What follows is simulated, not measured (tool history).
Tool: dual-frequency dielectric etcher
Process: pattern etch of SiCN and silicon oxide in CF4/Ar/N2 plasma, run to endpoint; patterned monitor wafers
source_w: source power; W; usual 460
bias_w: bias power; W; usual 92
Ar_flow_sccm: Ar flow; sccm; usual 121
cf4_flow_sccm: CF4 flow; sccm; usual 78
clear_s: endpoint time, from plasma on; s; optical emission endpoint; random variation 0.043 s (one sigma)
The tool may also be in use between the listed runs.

run	hour	source_w	bias_w	Ar_flow_sccm	cf4_flow_sccm	wafers since the last listed run	hours since the last wet clean	hours since the last source power generator calibration	hours since the last bias power generator calibration	hours since the last Ar flow controller change	hours since the last CF4 flow controller change	hours since the last upper electrode change	incoming incoming film thickness, nm	clear_s
1	0.0	460	92	121	83	0	645.9	2338.9	4254.7	5037.2	3989.2	2703.9	9.89	9.4
# hour 29.7: wet clean of the chamber
2	30.2	460	92	99	78	87	0.5	2369.1	4284.9	5067.4	4019.4	2734.1	9.93	9.7
3	30.6	460	92	99	78	5	0.9	2369.5	4285.3	5067.8	4019.8	2734.5	9.96	9.8
4	30.9	460	92	106	78	4	1.2	2369.8	4285.6	5068.1	4020.1	2734.8	9.87	9.8
5	38.2	460	92	106	78	103	8.5	2377.1	4292.9	5075.4	4027.4	2742.1	9.77	9.7
# hour 50.6: CF4 flow controller replaced
6	53.4	460	92	106	78	129	23.7	2392.3	4308.1	5090.6	2.8	2757.3	9.80	9.7
7	60.9	400	103	121	78	105	31.2	2399.8	4315.6	5098.1	10.3	2764.8	9.98	11.2
8	77.4	460	92	121	78	232	47.7	2416.3	4332.1	5114.6	26.8	2781.3	9.83	9.9
9	95.1	530	79	121	78	249	65.4	2434.0	4349.8	5132.3	44.5	2799.0	9.91	9.0
10	104.6	460	92	121	61	134	74.9	2443.5	4359.3	5141.8	54.0	2808.5	9.92	10.6
11	134.8	520	92	121	78	426	105.1	2473.7	4389.5	5172.0	84.2	2838.7	9.95	8.8
12	141.9	510	92	121	78	100	112.2	2480.8	4396.6	5179.1	91.3	2845.8	9.91	9.0
# hour 150.5: source power generator calibrated
13	151.0	340	92	121	78	72	121.3	0.5	4405.7	5188.2	100.4	2854.9	9.90	13.5
14	159.0	460	92	121	78	112	129.3	8.5	4413.7	5196.2	108.4	2862.9	9.91	9.8
# hour 193.5: upper electrode replaced
15	194.0	420	92	132	78	155	164.3	43.5	4448.7	5231.2	143.4	0.5	9.96	11.0
16	194.3	460	92	121	66	4	164.6	43.8	4449.0	5231.5	143.7	0.8	9.92	10.3
17	196.6	520	92	121	92	32	166.9	46.1	4451.3	5233.8	146.0	3.1	9.87	8.4
# hour 211.9: Ar flow controller replaced
# hour 219.3: bias power generator calibrated
18	239.1	560	103	121	83	458	209.4	88.6	19.8	27.2	188.5	45.6	9.92	7.8
19	253.3	460	92	121	78	200	223.6	102.8	34.0	41.4	202.7	59.8	9.96	9.9
20	261.6	460	92	121	78	117	231.9	111.1	42.3	49.7	211.0	68.1	9.91	9.8
21	268.2	460	92	121	78	93	238.5	117.7	48.9	56.3	217.6	74.7	10.00	9.9
22	275.7	360	92	148	78	105	246.0	125.2	56.4	63.8	225.1	82.2	9.90	12.8
23	293.3	550	92	121	68	248	263.6	142.8	74.0	81.4	242.7	99.8	9.83	8.4
24	309.3	460	92	121	78	225	279.6	158.8	90.0	97.4	258.7	115.8	9.85	9.8
25	318.6	460	92	121	91	131	288.9	168.1	99.3	106.7	268.0	125.1	9.94	9.5

Forecast each of these 3 alternatives for the next run:
A	319.0	460	102	121	78	5	289.3	168.5	99.7	107.1	268.4	125.5	9.91	?
B	319.0	460	92	146	78	5	289.3	168.5	99.7	107.1	268.4	125.5	9.91	?
C	319.0	350	92	142	78	5	289.3	168.5	99.7	107.1	268.4	125.5	9.91	?

run	clear_s
A	9.6
B	10.1
C	13.3
Without the tool's hidden state the same runs would have given:
run	clear_s
A	9.7
B	10.2
C	13.5

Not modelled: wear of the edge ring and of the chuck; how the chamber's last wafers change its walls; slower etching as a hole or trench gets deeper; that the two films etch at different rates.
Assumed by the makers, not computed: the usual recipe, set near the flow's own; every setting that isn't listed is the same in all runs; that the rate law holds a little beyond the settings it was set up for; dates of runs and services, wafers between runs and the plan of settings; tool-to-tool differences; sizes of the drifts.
